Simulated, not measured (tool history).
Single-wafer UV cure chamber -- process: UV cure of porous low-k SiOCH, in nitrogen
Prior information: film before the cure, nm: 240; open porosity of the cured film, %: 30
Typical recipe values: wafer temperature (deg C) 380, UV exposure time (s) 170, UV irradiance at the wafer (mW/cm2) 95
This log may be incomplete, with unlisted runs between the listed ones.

| run | day | wafer temperature (deg C) | UV exposure time (s) | UV irradiance at the wafer (mW/cm2) | loss of film thickness in the cure (%) |
|---|---|---|---|---|---|
| 1 | 0.000 | 380 | 170 | 95 | 12.224 |
| 2 | 1.633 | 367 | 170 | 114 | 12.575 |
|  | 3.583 | quartz window cleaned |
| 3 | 4.092 | 367 | 170 | 114 | 12.783 |
| 4 | 6.188 | 380 | 170 | 95 | 12.087 |
| 5 | 10.262 | 368 | 170 | 95 | 11.687 |
| 6 | 12.300 | 368 | 170 | 95 | 11.888 |
| 7 | 15.521 | 380 | 170 | 95 | 11.805 |
| 8 | 17.812 | 364 | 170 | 95 | 11.405 |
| 9 | 20.312 | 374 | 205 | 105 | 13.169 |
|  | 26.479 | quartz window cleaned |
|  | 29.662 | UV bulbs replaced |
| 10 | 30.388 | 380 | 265 | 95 | 15.392 |
| 11 | 32.446 | 395 | 225 | 72 | 13.601 |
| 12 | 35.262 | 380 | 170 | 95 | 12.899 |
| 13 | 39.692 | 380 | 170 | 95 | 13.226 |
| 14 | 42.438 | 369 | 205 | 63 | 11.704 |

What was the tool's hidden state at every run in the log?
transmission lost against a clean window, %: 0, the same for each run
H1: lamp output below its setpoint, %
| run | H1 |
|---|---|
| 1 | 19.6 |
| 2 | 20.1 |
| 3 | 20.9 |
| 4 | 21.5 |
| 5 | 22.7 |
| 6 | 23.3 |
| 7 | 24.2 |
| 8 | 24.9 |
| 9 | 25.7 |
| 10 | 0.941 |
| 11 | 1.55 |
| 12 | 2.39 |
| 13 | 3.7 |
| 14 | 4.51 |
